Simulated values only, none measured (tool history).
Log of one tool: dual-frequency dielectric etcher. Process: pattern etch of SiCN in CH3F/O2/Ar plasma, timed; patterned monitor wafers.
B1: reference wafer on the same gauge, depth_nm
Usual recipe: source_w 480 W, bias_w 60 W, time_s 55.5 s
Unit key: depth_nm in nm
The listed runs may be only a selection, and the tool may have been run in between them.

{"run": 1, "hour": 0.0, "source_w": 480, "bias_w": 60, "time_s": 55.5, "B1": 23, "depth_nm": 21.82}
{"run": 2, "hour": 100.6, "source_w": 480, "bias_w": 66, "time_s": 55.5, "B1": 22.99, "depth_nm": 22.63}
{"run": 3, "hour": 135.2, "source_w": 480, "bias_w": 60, "time_s": 55.5, "B1": 23, "depth_nm": 21.96}
{"run": 4, "hour": 163.0, "source_w": 480, "bias_w": 60, "time_s": 55.5, "B1": 23, "depth_nm": 21.89}
{"hour": 168.9, "done": "bias power generator calibrated"}
{"run": 5, "hour": 193.5, "source_w": 480, "bias_w": 60, "time_s": 55.5, "B1": 23.01, "depth_nm": 22.08}
{"run": 6, "hour": 219.4, "source_w": 480, "bias_w": 60, "time_s": 55.5, "B1": 23, "depth_nm": 22.08}
{"run": 7, "hour": 241.2, "source_w": 480, "bias_w": 60, "time_s": 55.5, "B1": 23, "depth_nm": 22.15}
{"hour": 267.0, "done": "source power generator calibrated"}
{"run": 8, "hour": 271.6, "source_w": 480, "bias_w": 60, "time_s": 55.5, "B1": 23.01, "depth_nm": 22.12}
{"run": 9, "hour": 295.1, "source_w": 480, "bias_w": 60, "time_s": 55.5, "B1": 22.98, "depth_nm": 22.3}
{"run": 10, "hour": 326.4, "source_w": 480, "bias_w": 60, "time_s": 55.5, "B1": 22.99, "depth_nm": 22.17}
{"run": 11, "hour": 345.4, "source_w": 410, "bias_w": 60, "time_s": 62, "B1": 23, "depth_nm": 23.42}
{"run": 12, "hour": 359.1, "source_w": 480, "bias_w": 45, "time_s": 61.5, "B1": 23.01, "depth_nm": 22.64}
{"run": 13, "hour": 379.9, "source_w": 410, "bias_w": 60, "time_s": 43.5, "B1": 23, "depth_nm": 16.34}
{"hour": 388.2, "done": "gauge calibrated"}
{"run": 14, "hour": 414.6, "source_w": 390, "bias_w": 60, "time_s": 39.5, "B1": 22.99, "depth_nm": 14.48}
{"run": 15, "hour": 443.1, "source_w": 540, "bias_w": 60, "time_s": 45, "B1": 23.01, "depth_nm": 18.83}
{"run": 16, "hour": 474.8, "source_w": 480, "bias_w": 60, "time_s": 55.5, "B1": 23, "depth_nm": 22.24}
{"hour": 518.9, "done": "wet clean of the chamber"}
{"run": 17, "hour": 519.4, "source_w": 480, "bias_w": 60, "time_s": 55.5, "B1": 23, "depth_nm": 21.84}
{"hour": 550.5, "done": "upper electrode replaced"}
{"run": 18, "hour": 569.6, "source_w": 480, "bias_w": 64, "time_s": 55.5, "B1": 22.99, "depth_nm": 22.33}
{"run": 19, "hour": 596.4, "source_w": 360, "bias_w": 73, "time_s": 47, "B1": 22.99, "depth_nm": 17.73}
{"run": 20, "hour": 615.4, "source_w": 480, "bias_w": 60, "time_s": 55.5, "B1": 23, "depth_nm": 21.73}
{"run": 21, "hour": 636.8, "source_w": 480, "bias_w": 60, "time_s": 55.5, "B1": 23, "depth_nm": 21.77}
{"run": 22, "hour": 657.7, "source_w": 390, "bias_w": 60, "time_s": 40, "B1": 22.97, "depth_nm": 14.62}
{"run": 23, "hour": 687.8, "source_w": 540, "bias_w": 68, "time_s": 46.5, "B1": 22.99, "depth_nm": 19.9}
{"run": 24, "hour": 715.8, "source_w": 480, "bias_w": 60, "time_s": 55.5, "B1": 22.99, "depth_nm": 21.93}
{"run": 25, "hour": 736.9, "source_w": 530, "bias_w": 60, "time_s": 55.5, "B1": 23, "depth_nm": 22.92}
{"run": 26, "hour": 765.2, "source_w": 480, "bias_w": 60, "time_s": 64.5, "B1": 22.99, "depth_nm": 25.45}
{"run": 27, "hour": 788.8, "source_w": 480, "bias_w": 60, "time_s": 48.5, "B1": 23, "depth_nm": 19.16}
{"run": 28, "hour": 805.1, "source_w": 550, "bias_w": 69, "time_s": 40, "B1": 22.97, "depth_nm": 17.54}
{"run": 29, "hour": 825.3, "source_w": 480, "bias_w": 60, "time_s": 65, "B1": 22.99, "depth_nm": 25.82}

5 options for the next run, each taken on its own from the tool as it stands now. Forecast them:
{"run": "A", "hour": 825.7, "source_w": 480, "bias_w": 52, "time_s": 55.5, "B1": "?", "depth_nm": "?"}
{"run": "B", "hour": 825.7, "source_w": 540, "bias_w": 54, "time_s": 62, "B1": "?", "depth_nm": "?"}
{"run": "C", "hour": 825.7, "source_w": 480, "bias_w": 65, "time_s": 55.5, "B1": "?", "depth_nm": "?"}
{"run": "D", "hour": 825.7, "source_w": 370, "bias_w": 60, "time_s": 49, "B1": "?", "depth_nm": "?"}
{"run": "E", "hour": 825.7, "source_w": 590, "bias_w": 60, "time_s": 62, "B1": "?", "depth_nm": "?"}

run=A B1=23.02 depth_nm=21.24
run=B B1=23.02 depth_nm=25.12
run=C B1=23.02 depth_nm=22.68
run=D B1=23.02 depth_nm=17.66
run=E B1=23.02 depth_nm=26.82
Stripped of hidden state, with their random variation kept, the same runs would have yielded:
run=A depth_nm=20.96
run=B depth_nm=24.79
run=C depth_nm=22.39
run=D depth_nm=17.42
run=E depth_nm=26.46

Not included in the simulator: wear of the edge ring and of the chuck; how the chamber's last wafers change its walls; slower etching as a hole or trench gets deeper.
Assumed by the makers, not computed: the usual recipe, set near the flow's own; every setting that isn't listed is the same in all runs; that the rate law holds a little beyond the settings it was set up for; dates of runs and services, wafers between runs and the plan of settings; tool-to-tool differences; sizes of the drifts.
